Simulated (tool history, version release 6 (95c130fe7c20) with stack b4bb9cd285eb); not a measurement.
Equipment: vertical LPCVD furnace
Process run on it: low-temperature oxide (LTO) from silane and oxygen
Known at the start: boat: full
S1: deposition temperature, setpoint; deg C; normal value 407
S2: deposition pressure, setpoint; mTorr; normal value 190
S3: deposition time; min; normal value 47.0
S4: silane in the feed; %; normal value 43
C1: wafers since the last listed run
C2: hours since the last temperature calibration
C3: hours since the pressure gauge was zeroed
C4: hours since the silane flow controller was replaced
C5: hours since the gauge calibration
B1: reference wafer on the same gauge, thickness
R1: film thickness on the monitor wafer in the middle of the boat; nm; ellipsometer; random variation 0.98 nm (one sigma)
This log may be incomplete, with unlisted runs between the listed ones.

run 1 hour=0.0 | S1=407 S2=190 S3=47.0 S4=43 | C1=0 C2=3452.2 C3=3552.1 C4=2057.5 C5=330.5 | B1=545.10 | R1=447.69
run 2 hour=19.8 | S1=407 S2=190 S3=47.0 S4=43 | C1=308 C2=3472.0 C3=3571.9 C4=2077.3 C5=350.3 | B1=545.28 | R1=446.66
run 3 hour=37.4 | S1=407 S2=205 S3=47.0 S4=43 | C1=273 C2=3489.6 C3=3589.5 C4=2094.9 C5=367.9 | B1=545.23 | R1=485.55
run 4 hour=56.1 | S1=407 S2=205 S3=47.0 S4=43 | C1=291 C2=3508.3 C3=3608.2 C4=2113.6 C5=386.6 | B1=544.99 | R1=482.52
run 5 hour=74.1 | S1=407 S2=190 S3=47.0 S4=37 | C1=280 C2=3526.3 C3=3626.2 C4=2131.6 C5=404.6 | B1=545.45 | R1=374.97
run 6 hour=89.7 | S1=407 S2=190 S3=47.0 S4=43 | C1=242 C2=3541.9 C3=3641.8 C4=2147.2 C5=420.2 | B1=544.81 | R1=446.80
run 7 hour=102.8 | S1=407 S2=190 S3=47.0 S4=43 | C1=203 C2=3555.0 C3=3654.9 C4=2160.3 C5=433.3 | B1=545.03 | R1=445.85
run 8 hour=110.2 | S1=407 S2=190 S3=61.5 S4=43 | C1=115 C2=3562.4 C3=3662.3 C4=2167.7 C5=440.7 | B1=544.89 | R1=582.89
run 9 hour=120.9 | S1=407 S2=190 S3=61.5 S4=43 | C1=166 C2=3573.1 C3=3673.0 C4=2178.4 C5=451.4 | B1=544.97 | R1=585.40
-- hour=135.3 gauge calibrated
run 10 hour=141.1 | S1=407 S2=190 S3=61.5 S4=43 | C1=314 C2=3593.3 C3=3693.2 C4=2198.6 C5=5.8 | B1=544.92 | R1=583.64
run 11 hour=161.2 | S1=407 S2=190 S3=34.5 S4=43 | C1=312 C2=3613.4 C3=3713.3 C4=2218.7 C5=25.9 | B1=545.01 | R1=327.19
run 12 hour=177.6 | S1=412 S2=190 S3=47.0 S4=43 | C1=255 C2=3629.8 C3=3729.7 C4=2235.1 C5=42.3 | B1=544.95 | R1=469.70
run 13 hour=190.5 | S1=407 S2=190 S3=47.0 S4=43 | C1=200 C2=3642.7 C3=3742.6 C4=2248.0 C5=55.2 | B1=545.10 | R1=444.88
-- hour=215.7 silane flow controller replaced
run 14 hour=216.2 | S1=407 S2=190 S3=47.0 S4=43 | C1=26 C2=3668.4 C3=3768.3 C4=0.5 C5=80.9 | B1=544.97 | R1=446.16
run 15 hour=221.5 | S1=411 S2=190 S3=32.0 S4=43 | C1=82 C2=3673.7 C3=3773.6 C4=5.8 C5=86.2 | B1=545.03 | R1=317.64
run 16 hour=231.2 | S1=414 S2=170 S3=47.0 S4=43 | C1=151 C2=3683.4 C3=3783.3 C4=15.5 C5=95.9 | B1=544.72 | R1=428.23
run 17 hour=245.0 | S1=415 S2=235 S3=61.5 S4=43 | C1=214 C2=3697.2 C3=3797.1 C4=29.3 C5=109.7 | B1=545.02 | R1=791.45
run 18 hour=254.8 | S1=407 S2=190 S3=54.5 S4=43 | C1=152 C2=3707.0 C3=3806.9 C4=39.1 C5=119.5 | B1=545.01 | R1=517.05
run 19 hour=275.9 | S1=401 S2=155 S3=37.5 S4=47 | C1=328 C2=3728.1 C3=3828.0 C4=60.2 C5=140.6 | B1=544.99 | R1=296.55
-- hour=307.9 pressure gauge zeroed
run 20 hour=308.4 | S1=407 S2=165 S3=47.0 S4=43 | C1=132 C2=3760.6 C3=0.5 C4=92.7 C5=173.1 | B1=545.10 | R1=430.65
run 21 hour=313.7 | S1=407 S2=230 S3=39.5 S4=46 | C1=82 C2=3765.9 C3=5.8 C4=98.0 C5=178.4 | B1=545.10 | R1=527.71
-- hour=346.2 thermocouples replaced and temperature profile calibrated
run 22 hour=346.7 | S1=402 S2=190 S3=47.0 S4=43 | C1=140 C2=0.5 C3=38.8 C4=131.0 C5=211.4 | B1=545.00 | R1=464.98
run 23 hour=352.0 | S1=414 S2=190 S3=47.0 S4=50 | C1=82 C2=5.8 C3=44.1 C4=136.3 C5=216.7 | B1=544.85 | R1=605.67
run 24 hour=359.6 | S1=407 S2=190 S3=47.0 S4=43 | C1=118 C2=13.4 C3=51.7 C4=143.9 C5=224.3 | B1=545.27 | R1=491.29
-- hour=388.8 pressure gauge zeroed, repeated, since the last time left the tool worse
run 25 hour=389.3 | S1=407 S2=190 S3=47.0 S4=43 | C1=88 C2=43.1 C3=0.5 C4=173.6 C5=254.0 | B1=544.90 | R1=461.18
run 26 hour=399.7 | S1=407 S2=190 S3=54.5 S4=43 | C1=161 C2=53.5 C3=10.9 C4=184.0 C5=264.4 | B1=545.14 | R1=536.98
run 27 hour=419.5 | S1=407 S2=190 S3=47.0 S4=43 | C1=308 C2=73.3 C3=30.7 C4=203.8 C5=284.2 | B1=544.94 | R1=461.62
run 28 hour=443.2 | S1=407 S2=190 S3=47.0 S4=43 | C1=368 C2=97.0 C3=54.4 C4=227.5 C5=307.9 | B1=545.11 | R1=463.47
run 29 hour=462.7 | S1=403 S2=230 S3=41.5 S4=48 | C1=303 C2=116.5 C3=73.9 C4=247.0 C5=327.4 | B1=545.08 | R1=529.04
run 30 hour=482.4 | S1=411 S2=165 S3=31.5 S4=43 | C1=306 C2=136.2 C3=93.6 C4=266.7 C5=347.1 | B1=544.88 | R1=280.57
run 31 hour=502.0 | S1=407 S2=205 S3=38.0 S4=43 | C1=305 C2=155.8 C3=113.2 C4=286.3 C5=366.7 | B1=545.06 | R1=403.38
run 32 hour=511.4 | S1=407 S2=190 S3=63.5 S4=43 | C1=146 C2=165.2 C3=122.6 C4=295.7 C5=376.1 | B1=545.02 | R1=623.81

How the hidden state differs across the entries between the runs, from the last listed run before each to the first after it:
Run 9 -> run 10: gauge calibrated (hour 135.3)
  true pressure minus gauge reading, mTorr: -6.05 -> -6.08
  measured minus no-state result, R1: -19.24 -> -19.29 nm
Run 13 -> run 14: silane flow controller replaced (hour 215.7)
  true pressure minus gauge reading, mTorr: -6.16 -> -6.21
  measured minus no-state result, R1: -14.92 -> -15.07 nm
Run 19 -> run 20: pressure gauge zeroed (hour 307.9)
  true pressure minus gauge reading, mTorr: -6.31 -> 12.4
  measured minus no-state result, R1: -12.58 -> +30.00 nm
Run 21 -> run 22: thermocouples replaced and temperature profile calibrated (hour 346.2)
  the hidden state is the same at both runs
  measured minus no-state result, R1: +26.88 -> +28.25 nm
Run 24 -> run 25: pressure gauge zeroed, repeated, since the last time left the tool worse (hour 388.8)
  true pressure minus gauge reading, mTorr: 12.3 -> 0.585
  measured minus no-state result, R1: +29.79 -> +1.41 nm

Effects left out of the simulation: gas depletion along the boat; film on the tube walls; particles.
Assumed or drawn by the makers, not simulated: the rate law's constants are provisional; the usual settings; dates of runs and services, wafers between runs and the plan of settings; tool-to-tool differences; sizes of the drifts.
